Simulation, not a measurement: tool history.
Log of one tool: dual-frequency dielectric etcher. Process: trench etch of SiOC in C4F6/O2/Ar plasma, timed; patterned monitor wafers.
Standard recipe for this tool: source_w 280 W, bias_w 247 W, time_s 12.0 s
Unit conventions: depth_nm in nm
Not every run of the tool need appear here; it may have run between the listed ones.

run     day  source_w  bias_w  time_s  wafers since the last listed run  hours since the last wet clean  hours since the last source power generator calibration  hours since the last bias power generator calibration  hours since the last upper electrode change  hours since the gauge calibration  read-back reference wafer on the same gauge, depth_nm  depth_nm
  1   0.000       280     247    12.0                                 0                           369.6                                                   4656.1                                                 3298.4                                       2299.8                              163.4                                                  27.95     22.94
  2   0.725       280     247    12.0                               156                           387.0                                                   4673.5                                                 3315.8                                       2317.2                              180.8                                                  27.98     22.71
  3   1.204       280     247    12.0                               103                           398.5                                                   4685.0                                                 3327.3                                       2328.7                              192.3                                                  28.02     22.69
  4   1.762       280     247    12.0                               120                           411.9                                                   4698.4                                                 3340.7                                       2342.1                              205.7                                                  28.03     22.65
  5   2.425       280     247    12.0                               143                           427.8                                                   4714.3                                                 3356.6                                       2358.0                              221.6                                                  28.05     22.81
  6   3.042       280     247    12.0                               133                           442.6                                                   4729.1                                                 3371.4                                       2372.8                              236.4                                                  28.02     22.61
  7   3.429       280     247    12.0                                83                           451.9                                                   4738.4                                                 3380.7                                       2382.1                              245.7                                                  27.98     22.59
      4.483  -- upper electrode replaced
  8   4.504       280     247    12.0                                16                           477.7                                                   4764.2                                                 3406.5                                          0.5                              271.5                                                  28.03     22.64
  9   4.517       280     247    12.0                                 2                           478.0                                                   4764.5                                                 3406.8                                          0.8                              271.8                                                  27.97     22.72
 10   5.117       280     247    12.0                               129                           492.4                                                   4778.9                                                 3421.2                                         15.2                              286.2                                                  28.04     22.67
      5.404  -- source power generator calibrated
 11   5.567       280     274    11.0                                61                           503.2                                                      3.9                                                 3432.0                                         26.0                              297.0                                                  28.03     21.11
 12   6.138       280     274    11.0                               123                           516.9                                                     17.6                                                 3445.7                                         39.7                              310.7                                                  27.98     21.26
 13   6.512       280     274    11.0                                81                           525.9                                                     26.6                                                 3454.7                                         48.7                              319.7                                                  28.04     21.23
      6.688  -- bias power generator calibrated
 14   7.192       310     247    12.0                               110                           542.2                                                     42.9                                                   12.1                                         65.0                              336.0                                                  27.98     23.34
 15   7.483       280     247    12.0                                63                           549.2                                                     49.9                                                   19.1                                         72.0                              343.0                                                  28.02     22.51
 16   7.858       250     269     9.5                                81                           558.2                                                     58.9                                                   28.1                                         81.0                              352.0                                                  28.02     17.44
      9.112  -- wet clean of the chamber
 17   9.133       280     247    12.0                                59                             0.5                                                     89.5                                                   58.7                                        111.6                              382.6                                                  28.00     24.90
 18   9.150       280     247    12.0                                 3                             0.9                                                     89.9                                                   59.1                                        112.0                              383.0                                                  27.98     24.69
 19   9.642       330     247    12.0                               106                            12.7                                                    101.7                                                   70.9                                        123.8                              394.8                                                  27.98     26.15
      9.788  -- gauge calibrated
     11.246  -- wet clean of the chamber, repeated, since the last time left the tool worse
 20  11.267       330     212    13.5                               135                             0.5                                                    140.7                                                  109.9                                        162.8                               35.5                                                  27.96     26.64
 21  11.279       340     296    14.5                                 2                             0.8                                                    141.0                                                  110.2                                        163.1                               35.8                                                  27.97     31.46

Predict the results of run 22:
 22  11.650       280     247     9.5                                80                             9.7                                                    149.9                                                  119.1                                        172.0                               44.7                                                      ?         ?

read-back reference wafer on the same gauge, depth_nm: 28.04
depth_nm: 18.35 nm
Minus the tool's unlogged condition, the same run would have read depth_nm 18.46 nm.
